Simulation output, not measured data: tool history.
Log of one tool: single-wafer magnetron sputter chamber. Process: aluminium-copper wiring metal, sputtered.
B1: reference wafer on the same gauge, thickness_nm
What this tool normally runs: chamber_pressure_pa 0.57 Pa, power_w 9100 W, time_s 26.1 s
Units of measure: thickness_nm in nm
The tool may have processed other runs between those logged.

Run 1, hour 0: usual settings; B1 289.919. Result: thickness_nm 372.595 nm.
Run 2, hour 19.1: usual settings; B1 290.3. Result: thickness_nm 371.217 nm.
Run 3, hour 26.6: usual settings; B1 289.768. Result: thickness_nm 375.085 nm.
Run 4, hour 38.9: usual settings; B1 290.307. Result: thickness_nm 374.555 nm.
Run 5, hour 55.7: usual settings; B1 289.751. Result: thickness_nm 372.777 nm.
Run 6, hour 72: usual settings; B1 290.165. Result: thickness_nm 375.597 nm.
Run 7, hour 86.3: usual settings; B1 290.212. Result: thickness_nm 373.522 nm.
Run 8, hour 95: usual settings; B1 290.443. Result: thickness_nm 372.545 nm.
Run 9, hour 111.7: usual settings; B1 289.793. Result: thickness_nm 370.845 nm.
Run 10, hour 125.7: usual settings but time_s 22.1 s; B1 290.479. Result: thickness_nm 317.455 nm.
Run 11, hour 137.7: usual settings; B1 289.964. Result: thickness_nm 372.247 nm.
Run 12, hour 153.4: usual settings but power_w 11050 W, time_s 20.9 s; B1 290.422. Result: thickness_nm 366.947 nm.
Run 13, hour 193.5: usual settings but time_s 22.9 s; B1 290.225. Result: thickness_nm 327.74 nm.
At hour 198.5: gauge calibrated.
At hour 204.5: capacitance manometer re-zeroed and calibrated.
Run 14, hour 211.3: usual settings; B1 289.46. Result: thickness_nm 384.681 nm.
Run 15, hour 229: usual settings but chamber_pressure_pa 0.393 Pa, power_w 10000 W, time_s 22.5 s; B1 289.982. Result: thickness_nm 396.009 nm.
At hour 244.7: magnet pack replaced.
Run 16, hour 245.2: usual settings but chamber_pressure_pa 0.39 Pa, power_w 7800 W, time_s 28.2 s; B1 289.581. Result: thickness_nm 385.489 nm.
Run 17, hour 252.8: usual settings but power_w 11000 W; B1 290.427. Result: thickness_nm 466.625 nm.
Run 18, hour 269.8: usual settings but chamber_pressure_pa 0.5 Pa, power_w 10250 W, time_s 21.4 s; B1 290.008. Result: thickness_nm 367.304 nm.
Run 19, hour 275.9: usual settings; B1 290.03. Result: thickness_nm 385.405 nm.
Run 20, hour 288.2: usual settings but chamber_pressure_pa 0.797 Pa, power_w 8500 W, time_s 21.7 s; B1 289.83. Result: thickness_nm 272.045 nm.
At hour 311.6: sputter target and shields replaced.
Run 21, hour 312.1: usual settings but power_w 8150 W, time_s 27.8 s; B1 289.762. Result: thickness_nm 363.367 nm.
At hour 333.8: capacitance manometer re-zeroed and calibrated, repeated, since the last time left the tool worse.
Run 22, hour 335.5: usual settings but chamber_pressure_pa 0.491 Pa, power_w 10000 W; B1 290.365. Result: thickness_nm 414.428 nm.
Run 23, hour 346.5: usual settings but chamber_pressure_pa 0.421 Pa, time_s 24.2 s; B1 289.949. Result: thickness_nm 367.691 nm.
Run 24, hour 354.9: usual settings but chamber_pressure_pa 0.749 Pa; B1 289.807. Result: thickness_nm 328.799 nm.
Run 25, hour 367.1: usual settings but chamber_pressure_pa 0.737 Pa; B1 289.944. Result: thickness_nm 331.884 nm.
Run 26, hour 376.6: usual settings but chamber_pressure_pa 0.344 Pa, power_w 10700 W, time_s 23 s; B1 290.686. Result: thickness_nm 423.468 nm.
Run 27, hour 385.5: usual settings but chamber_pressure_pa 0.659 Pa, power_w 7900 W, time_s 28.4 s; B1 289.942. Result: thickness_nm 328.218 nm.
Run 28, hour 391.7: usual settings but power_w 10100 W, time_s 31.2 s; B1 290.304. Result: thickness_nm 484.117 nm.
Run 29, hour 442.7: usual settings; B1 289.85. Result: thickness_nm 362.011 nm.
Run 30, hour 452.5: usual settings but power_w 6900 W, time_s 24.1 s; B1 290.176. Result: thickness_nm 255.451 nm.
Run 31, hour 499.3: usual settings but power_w 7550 W; B1 289.892. Result: thickness_nm 302.654 nm.
Run 32, hour 507.5: usual settings; B1 289.505. Result: thickness_nm 360.869 nm.
Run 33, hour 550.1: usual settings but chamber_pressure_pa 0.638 Pa, power_w 9850 W; B1 289.944. Result: thickness_nm 379.839 nm.
Run 34, hour 558.6: usual settings but chamber_pressure_pa 0.443 Pa, time_s 29.5 s; B1 289.545. Result: thickness_nm 442.868 nm.
Run 35, hour 574.6: usual settings but chamber_pressure_pa 0.749 Pa; B1 290.389. Result: thickness_nm 332.467 nm.

Selected run-to-run steps in thickness_nm, each split into two signed amounts: the part the tool would show with no hidden state at all (from settings, incoming material and random variation), and the remainder, which goes to the hidden state together with any gauge scatter not common to the measured and the hidden-state-free results:
Hidden conditions of the tool in this case: deposition rate above that of a new target (%); true argon pressure above the setpoint (%); gauge reads high (%).
Run 13 -> 14: time_s 22.9 -> 26.1, gauge calibrated, capacitance manometer re-zeroed and calibrated. thickness_nm +56.941 nm: hidden state +11.92, all else +45.021.
Run 16 -> 17: chamber_pressure_pa 0.39 -> 0.57, power_w 7800 -> 11000, time_s 28.2 -> 26.1. thickness_nm +81.136 nm: hidden state +11.606, all else +69.53.
Run 19 -> 20: chamber_pressure_pa 0.57 -> 0.797, power_w 9100 -> 8500, time_s 26.1 -> 21.7. thickness_nm -113.36 nm: hidden state -1.009, all else -112.351.
Run 21 -> 22: chamber_pressure_pa 0.57 -> 0.491, power_w 8150 -> 10000, time_s 27.8 -> 26.1, capacitance manometer re-zeroed and calibrated, repeated, since the last time left the tool worse. thickness_nm +51.061 nm: hidden state -21.214, all else +72.275.
Run 27 -> 28: chamber_pressure_pa 0.659 -> 0.57, power_w 7900 -> 10100, time_s 28.4 -> 31.2. thickness_nm +155.899 nm: hidden state +0.169, all else +155.73.
Run 28 -> 29: power_w 10100 -> 9100, time_s 31.2 -> 26.1. thickness_nm -122.106 nm: hidden state +0.131, all else -122.237.
